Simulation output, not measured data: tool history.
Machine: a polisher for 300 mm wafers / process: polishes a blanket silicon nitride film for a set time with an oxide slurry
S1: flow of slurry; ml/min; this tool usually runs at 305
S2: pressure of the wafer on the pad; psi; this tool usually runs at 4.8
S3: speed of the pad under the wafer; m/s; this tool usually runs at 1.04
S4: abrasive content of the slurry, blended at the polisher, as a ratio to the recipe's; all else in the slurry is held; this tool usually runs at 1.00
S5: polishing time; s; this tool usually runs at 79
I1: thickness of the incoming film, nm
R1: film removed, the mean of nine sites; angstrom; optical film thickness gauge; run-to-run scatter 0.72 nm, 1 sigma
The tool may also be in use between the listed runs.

run	hour	S1	S2	S3	S4	S5	I1	R1
1	0.0	355	4.8	1.04	1.00	79	368.4	670
2	21.1	355	4.8	1.04	1.00	79	373.1	670
# hour 30.6: conditioning disc replaced and pad reconditioned
3	34.1	355	4.8	1.04	1.00	79	371.6	657
4	51.1	305	4.8	1.04	1.00	101	369.3	830
5	77.2	305	4.8	1.04	1.00	79	375.5	648
# hour 88.1: worn pad replaced by a new one
6	92.7	305	4.8	1.04	1.00	79	375.9	659
7	100.6	305	4.8	1.04	1.00	79	374.2	666
8	108.4	305	4.8	0.94	1.00	79	377.6	603
9	116.7	305	4.8	0.94	1.00	79	364.0	599
# hour 122.5: slurry nozzle cleaned
10	126.2	305	4.8	1.20	1.10	79	370.3	765
11	138.5	305	4.8	1.04	1.00	79	368.4	669
12	152.9	305	4.8	1.04	1.00	79	365.2	647
13	162.1	305	4.8	1.04	1.00	79	368.4	668
# hour 170.3: slurry blender recalibrated
14	171.9	305	4.8	1.04	1.00	79	374.8	649
15	181.6	305	4.8	1.04	1.00	57	362.9	467
16	199.0	305	4.1	1.32	0.85	62	370.8	470
# hour 209.4: worn pad replaced by a new one
# hour 209.8: head pressure recalibrated
17	213.0	305	4.8	1.04	1.25	79	374.3	740
18	220.2	305	4.4	1.34	1.15	100	365.6	1026
19	229.1	305	4.8	1.16	1.00	79	369.1	721
20	241.1	215	3.5	0.70	1.00	79	368.5	351
21	247.9	305	5.4	1.26	1.20	91	371.2	1112
22	259.2	405	4.8	1.04	1.00	92	371.8	782
23	274.1	305	5.7	1.38	1.20	59	368.2	803
24	283.9	305	4.8	1.04	1.00	79	368.8	655
25	301.7	330	3.6	1.04	1.15	79	366.9	520

Branching from run 25: 5 alternative next runs. What would each branch give?
A	302.1	305	4.8	1.04	1.00	79	374.2	?
B	302.1	305	4.8	1.18	1.00	93	374.2	?
C	302.1	305	4.8	0.68	1.00	79	374.2	?
D	302.1	305	5.3	1.04	0.90	64	374.2	?
E	302.1	360	5.9	0.80	1.15	79	374.2	?

run	R1
A	648
B	843
C	463
D	546
E	701
What these runs would have given with no unlogged condition in the tool:
run	R1
A	670
B	871
C	479
D	565
E	725
